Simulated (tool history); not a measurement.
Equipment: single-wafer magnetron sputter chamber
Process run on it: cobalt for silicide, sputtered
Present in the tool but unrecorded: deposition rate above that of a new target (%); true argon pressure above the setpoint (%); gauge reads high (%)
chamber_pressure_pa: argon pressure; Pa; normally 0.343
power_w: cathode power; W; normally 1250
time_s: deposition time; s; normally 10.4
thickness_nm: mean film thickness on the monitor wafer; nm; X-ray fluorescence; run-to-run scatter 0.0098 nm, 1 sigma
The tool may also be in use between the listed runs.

| run | hour | chamber_pressure_pa | power_w | time_s | wafers since the last listed run | wafers on the sputter target | hours since the last manometer calibration | hours since the magnet pack was replaced | hours since the gauge calibration | read-back reference wafer on the same gauge, thickness_nm | thickness_nm |
|---|---|---|---|---|---|---|---|---|---|---|---|
| 1 | 0.0 | 0.259 | 1250 | 10.4 | 0 | 4348 | 1097.9 | 8701.2 | 199.8 | 5.582 | 6.551 |
|  | 2.1 | sputter target and shields replaced |
| 2 | 28.8 | 0.343 | 1250 | 10.4 | 792 | 792 | 1126.7 | 8730.0 | 228.6 | 5.579 | 6.502 |
| 3 | 42.9 | 0.380 | 1250 | 10.4 | 418 | 1210 | 1140.8 | 8744.1 | 242.7 | 5.578 | 6.411 |
| 4 | 74.7 | 0.343 | 1250 | 10.4 | 944 | 2155 | 1172.6 | 8775.9 | 274.5 | 5.580 | 6.450 |
|  | 152.5 | sputter target and shields replaced |
|  | 174.2 | magnet pack replaced |
| 5 | 174.7 | 0.343 | 1250 | 10.4 | 2494 | 420 | 1272.6 | 0.5 | 374.5 | 5.581 | 6.489 |
| 6 | 194.8 | 0.343 | 1250 | 10.4 | 596 | 1017 | 1292.7 | 20.6 | 394.6 | 5.579 | 6.473 |
| 7 | 220.6 | 0.407 | 1250 | 10.4 | 766 | 1783 | 1318.5 | 46.4 | 420.4 | 5.580 | 6.347 |
|  | 282.8 | sputter target and shields replaced |
| 8 | 283.3 | 0.343 | 1250 | 10.4 | 1624 | 14 | 1381.2 | 109.1 | 483.1 | 5.582 | 6.562 |
|  | 299.0 | capacitance manometer re-zeroed and calibrated |
| 9 | 299.5 | 0.343 | 1250 | 10.4 | 243 | 258 | 0.5 | 125.3 | 499.3 | 5.579 | 6.518 |
| 10 | 317.6 | 0.266 | 1100 | 12.2 | 537 | 795 | 18.6 | 143.4 | 517.4 | 5.582 | 6.823 |
| 11 | 333.0 | 0.343 | 1250 | 10.4 | 457 | 1253 | 34.0 | 158.8 | 532.8 | 5.580 | 6.471 |
|  | 350.9 | gauge calibrated |
| 12 | 356.2 | 0.343 | 1250 | 9.2 | 688 | 1942 | 57.2 | 182.0 | 5.3 | 5.580 | 5.711 |
| 13 | 368.9 | 0.447 | 1250 | 10.4 | 377 | 2319 | 69.9 | 194.7 | 18.0 | 5.581 | 6.300 |
| 14 | 386.8 | 0.410 | 1250 | 10.4 | 531 | 2851 | 87.8 | 212.6 | 35.9 | 5.581 | 6.337 |
|  | 412.2 | sputter target and shields replaced |
| 15 | 414.4 | 0.343 | 1250 | 10.4 | 582 | 65 | 115.4 | 240.2 | 63.5 | 5.581 | 6.551 |
| 16 | 463.1 | 0.343 | 1250 | 11.8 | 1446 | 1511 | 164.1 | 288.9 | 112.2 | 5.583 | 7.338 |
| 17 | 478.7 | 0.343 | 1500 | 8.3 | 463 | 1974 | 179.7 | 304.5 | 127.8 | 5.579 | 6.175 |
| 18 | 536.7 | 0.343 | 1250 | 12.0 | 1722 | 3697 | 237.7 | 362.5 | 185.8 | 5.580 | 7.388 |

5 options for the next run, each taken on its own from the tool as it stands now. Forecast them:
| A | 537.1 | 0.343 | 1050 | 10.4 | 11 | 3709 | 238.1 | 362.9 | 186.2 | ? | ? |
| B | 537.1 | 0.255 | 1000 | 9.1 | 11 | 3709 | 238.1 | 362.9 | 186.2 | ? | ? |
| C | 537.1 | 0.343 | 1350 | 12.3 | 11 | 3709 | 238.1 | 362.9 | 186.2 | ? | ? |
| D | 537.1 | 0.218 | 1250 | 11.3 | 11 | 3709 | 238.1 | 362.9 | 186.2 | ? | ? |
| E | 537.1 | 0.279 | 1150 | 12.4 | 11 | 3709 | 238.1 | 362.9 | 186.2 | ? | ? |

| run | read-back reference wafer on the same gauge, thickness_nm | thickness_nm |
|---|---|---|
| A | 5.583 | 5.395 |
| B | 5.583 | 4.592 |
| C | 5.583 | 8.204 |
| D | 5.583 | 7.192 |
| E | 5.583 | 7.154 |
Without the tool's unlogged condition, the same runs would have read:
| run | thickness_nm |
|---|---|
| A | 5.502 |
| B | 4.684 |
| C | 8.367 |
| D | 7.336 |
| E | 7.297 |
